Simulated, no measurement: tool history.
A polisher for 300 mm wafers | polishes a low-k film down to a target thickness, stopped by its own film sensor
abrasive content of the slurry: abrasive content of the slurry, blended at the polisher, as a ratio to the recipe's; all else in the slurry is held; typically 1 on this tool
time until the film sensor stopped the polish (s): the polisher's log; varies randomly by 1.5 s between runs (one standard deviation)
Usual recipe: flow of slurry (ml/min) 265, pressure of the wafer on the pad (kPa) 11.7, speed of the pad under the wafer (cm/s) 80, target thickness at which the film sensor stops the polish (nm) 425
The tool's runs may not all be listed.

run    day  flow of slurry (ml/min)  pressure of the wafer on the pad (kPa)  speed of the pad under the wafer (cm/s)  abrasive content of the slurry  target thickness at which the film sensor stops the polish (nm)  incoming thickness of the incoming film, nm  time until the film sensor stopped the polish (s)
  1      0                      265                                    11.7                                       80                               1                                                              431                                        454.1                                               79.6
  2  0.583                      265                                    11.7                                       80                               1                                                              425                                          449                                               85.6
  3  1.154                      265                                    11.7                                       80                               1                                                              425                                        442.9                                               61.2
  4  1.904                      265                                    11.7                                       80                               1                                                              425                                        446.2                                               72.9
  5  2.525                      265                                    11.7                                       80                               1                                                              425                                        444.6                                               71.8
     2.817  -- worn pad replaced by a new one
  6  2.867                      265                                    11.7                                       80                               1                                                              425                                        441.2                                               49.4
     3.171  -- slurry blender recalibrated
  7  3.546                      225                                    11.7                                       60                               1                                                              425                                        450.3                                              105.3
     4.021  -- slurry nozzle cleaned
     4.158  -- conditioning disc replaced and pad reconditioned
  8  4.183                      265                                     8.3                                       94                               1                                                              425                                          455                                              113.3
     4.579  -- head pressure recalibrated
  9  4.879                      265                                    11.7                                      108                               1                                                              425                                        451.3                                               66.5
 10  5.575                      180                                    11.7                                       80                               1                                                              425                                        457.5                                              115.1
 11  5.996                      265                                    11.7                                       80                               1                                                              425                                          446                                               71.6
 12  6.521                      225                                    11.7                                       80                            0.85                                                              425                                          457                                              117.5
 13  7.038                      235                                    15.9                                       80                             1.3                                                              433                                        450.3                                               42.1
 14  7.625                      265                                     8.3                                       94                               1                                                              425                                        451.6                                              108.6

3 ways to go on from here, each from the tool as it stands after run 14. What would each give?
  A  7.646                      265                                    11.7                                       80                            0.75                                                              425                                        449.9                                                  ?
  B  7.646                      230                                     8.3                                       60                             1.1                                                              425                                        449.9                                                  ?
  C  7.646                      355                                     7.6                                       80                               1                                                              434                                        449.9                                                  ?

run  time until the film sensor stopped the polish (s)
  A                                               94.4
  B                                              140.2
  C                                               75.2
With no hidden state in the tool, these same runs would have given:
run  time until the film sensor stopped the polish (s)
  A                                                 80
  B                                              118.9
  C                                               63.8
